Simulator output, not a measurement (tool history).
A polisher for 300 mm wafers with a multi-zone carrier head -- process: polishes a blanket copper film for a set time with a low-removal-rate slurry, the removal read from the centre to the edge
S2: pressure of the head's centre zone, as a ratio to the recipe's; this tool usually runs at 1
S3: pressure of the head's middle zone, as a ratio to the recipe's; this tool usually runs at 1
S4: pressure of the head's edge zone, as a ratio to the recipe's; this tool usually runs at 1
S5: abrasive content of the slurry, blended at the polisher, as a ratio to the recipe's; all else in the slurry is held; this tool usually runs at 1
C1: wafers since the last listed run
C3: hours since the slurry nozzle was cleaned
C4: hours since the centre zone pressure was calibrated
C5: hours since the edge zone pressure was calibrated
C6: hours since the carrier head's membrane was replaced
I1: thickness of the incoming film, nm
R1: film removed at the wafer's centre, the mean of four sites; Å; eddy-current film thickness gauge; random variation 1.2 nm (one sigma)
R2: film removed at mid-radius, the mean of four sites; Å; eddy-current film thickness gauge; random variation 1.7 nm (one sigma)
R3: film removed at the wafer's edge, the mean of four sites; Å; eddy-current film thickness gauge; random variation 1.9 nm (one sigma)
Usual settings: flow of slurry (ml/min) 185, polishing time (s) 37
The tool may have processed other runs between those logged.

{"run": 1, "hour": 0.0, "flow of slurry (ml/min)": 135, "S2": 1, "S3": 1, "S4": 1.05, "S5": 1, "polishing time (s)": 47, "C1": 0, "wafers polished on this pad": 1781, "C3": 131.9, "C4": 53.2, "C5": 120.6, "C6": 105.1, "I1": 900.9, "R1": 1350, "R2": 1385, "R3": 1484}
{"run": 2, "hour": 42.7, "flow of slurry (ml/min)": 185, "S2": 1, "S3": 1, "S4": 1, "S5": 1, "polishing time (s)": 37, "C1": 593, "wafers polished on this pad": 2375, "C3": 174.6, "C4": 95.9, "C5": 163.3, "C6": 147.8, "I1": 904.8, "R1": 1143, "R2": 1178, "R3": 1189}
{"run": 3, "hour": 95.0, "flow of slurry (ml/min)": 185, "S2": 0.95, "S3": 1, "S4": 1, "S5": 1.1, "polishing time (s)": 25, "C1": 726, "wafers polished on this pad": 3102, "C3": 226.9, "C4": 148.2, "C5": 215.6, "C6": 200.1, "I1": 911.6, "R1": 748, "R2": 783, "R3": 832}
{"run": 4, "hour": 122.9, "flow of slurry (ml/min)": 185, "S2": 0.96, "S3": 0.9, "S4": 1, "S5": 1, "polishing time (s)": 37, "C1": 387, "wafers polished on this pad": 3490, "C3": 254.8, "C4": 176.1, "C5": 243.5, "C6": 228, "I1": 905, "R1": 1092, "R2": 1064, "R3": 1142}
{"run": 5, "hour": 178.1, "flow of slurry (ml/min)": 185, "S2": 1, "S3": 1.05, "S4": 1, "S5": 1, "polishing time (s)": 37, "C1": 767, "wafers polished on this pad": 4257, "C3": 310, "C4": 231.3, "C5": 298.7, "C6": 283.2, "I1": 892.8, "R1": 1117, "R2": 1221, "R3": 1163}
{"run": 6, "hour": 235.6, "flow of slurry (ml/min)": 220, "S2": 1, "S3": 1, "S4": 1, "S5": 1, "polishing time (s)": 37, "C1": 799, "wafers polished on this pad": 5056, "C3": 367.5, "C4": 288.8, "C5": 356.2, "C6": 340.7, "I1": 893.8, "R1": 1185, "R2": 1190, "R3": 1205}
{"run": 7, "hour": 289.8, "flow of slurry (ml/min)": 185, "S2": 1, "S3": 0.92, "S4": 1, "S5": 0.85, "polishing time (s)": 37, "C1": 753, "wafers polished on this pad": 5810, "C3": 421.7, "C4": 343, "C5": 410.4, "C6": 394.9, "I1": 903, "R1": 1072, "R2": 991, "R3": 1143}
{"hour": 298.8, "done": "slurry nozzle cleaned"}
{"hour": 320.6, "done": "worn pad replaced by a new one, of another model than before"}
{"run": 8, "hour": 321.1, "flow of slurry (ml/min)": 185, "S2": 1, "S3": 0.97, "S4": 1, "S5": 1, "polishing time (s)": 37, "C1": 365, "wafers polished on this pad": 6, "C3": 22.3, "C4": 374.3, "C5": 441.7, "C6": 426.2, "I1": 910.8, "R1": 1247, "R2": 1184, "R3": 1241}
{"run": 9, "hour": 374.0, "flow of slurry (ml/min)": 185, "S2": 1.04, "S3": 1, "S4": 1.04, "S5": 1, "polishing time (s)": 37, "C1": 735, "wafers polished on this pad": 741, "C3": 75.2, "C4": 427.2, "C5": 494.6, "C6": 479.1, "I1": 896.9, "R1": 1237, "R2": 1195, "R3": 1208}
{"hour": 401.1, "done": "carrier head's membrane replaced by a new one"}
{"run": 10, "hour": 430.2, "flow of slurry (ml/min)": 185, "S2": 1, "S3": 1, "S4": 1, "S5": 1, "polishing time (s)": 37, "C1": 711, "wafers polished on this pad": 1453, "C3": 131.4, "C4": 483.4, "C5": 550.8, "C6": 29.1, "I1": 893.9, "R1": 1123, "R2": 1134, "R3": 1191}
{"run": 11, "hour": 477.7, "flow of slurry (ml/min)": 240, "S2": 1, "S3": 1, "S4": 1.05, "S5": 1, "polishing time (s)": 37, "C1": 660, "wafers polished on this pad": 2113, "C3": 178.9, "C4": 530.9, "C5": 598.3, "C6": 76.6, "I1": 893.1, "R1": 1220, "R2": 1213, "R3": 1218}
{"run": 12, "hour": 546.1, "flow of slurry (ml/min)": 185, "S2": 1.03, "S3": 1, "S4": 1, "S5": 0.9, "polishing time (s)": 37, "C1": 950, "wafers polished on this pad": 3064, "C3": 247.3, "C4": 599.3, "C5": 666.7, "C6": 145, "I1": 908.7, "R1": 1086, "R2": 1047, "R3": 1131}
{"run": 13, "hour": 601.5, "flow of slurry (ml/min)": 185, "S2": 1, "S3": 1, "S4": 1, "S5": 1.15, "polishing time (s)": 37, "C1": 770, "wafers polished on this pad": 3834, "C3": 302.7, "C4": 654.7, "C5": 722.1, "C6": 200.4, "I1": 898.1, "R1": 1025, "R2": 1050, "R3": 1105}
{"run": 14, "hour": 626.1, "flow of slurry (ml/min)": 185, "S2": 1.1, "S3": 1, "S4": 1, "S5": 1, "polishing time (s)": 37, "C1": 341, "wafers polished on this pad": 4176, "C3": 327.3, "C4": 679.3, "C5": 746.7, "C6": 225, "I1": 902.9, "R1": 1093, "R2": 1038, "R3": 1069}
{"run": 15, "hour": 686.7, "flow of slurry (ml/min)": 185, "S2": 1.05, "S3": 1.1, "S4": 0.88, "S5": 1, "polishing time (s)": 37, "C1": 842, "wafers polished on this pad": 5018, "C3": 387.9, "C4": 739.9, "C5": 807.3, "C6": 285.6, "I1": 914.2, "R1": 1033, "R2": 1103, "R3": 1026}
{"run": 16, "hour": 724.1, "flow of slurry (ml/min)": 185, "S2": 1, "S3": 1, "S4": 1, "S5": 1, "polishing time (s)": 37, "C1": 519, "wafers polished on this pad": 5538, "C3": 425.3, "C4": 777.3, "C5": 844.7, "C6": 323, "I1": 910.6, "R1": 960, "R2": 961, "R3": 1061}
{"hour": 726.6, "done": "edge zone pressure recalibrated"}
{"hour": 744.7, "done": "worn pad replaced by a new one"}
{"run": 17, "hour": 748.5, "flow of slurry (ml/min)": 185, "S2": 1, "S3": 1, "S4": 0.88, "S5": 1, "polishing time (s)": 37, "C1": 255, "wafers polished on this pad": 52, "C3": 449.7, "C4": 801.7, "C5": 21.9, "C6": 347.4, "I1": 893.8, "R1": 953, "R2": 972, "R3": 1016}
{"run": 18, "hour": 799.9, "flow of slurry (ml/min)": 185, "S2": 0.89, "S3": 1, "S4": 1, "S5": 1, "polishing time (s)": 37, "C1": 714, "wafers polished on this pad": 767, "C3": 501.1, "C4": 853.1, "C5": 73.3, "C6": 398.8, "I1": 892.8, "R1": 830, "R2": 965, "R3": 1038}

Estimate the outcome of run 19 from the log above:
{"hour": 805.2, "done": "slurry nozzle cleaned"}
{"hour": 830.3, "done": "carrier head's membrane replaced by a new one"}
{"run": 19, "hour": 846.0, "flow of slurry (ml/min)": 185, "S2": 1, "S3": 1, "S4": 1, "S5": 1, "polishing time (s)": 28, "C1": 557, "wafers polished on this pad": 1324, "C3": 40.8, "C4": 899.2, "C5": 119.4, "C6": 15.7, "I1": 886.7, "R1": "?", "R2": "?", "R3": "?"}

For run 19 the tool returned R1 902 Å, R2 932 Å, R3 901 Å.
On a tool with no hidden condition, and with the same random variation, this run would have come out at R1 941 Å, R2 968 Å, R3 926 Å.
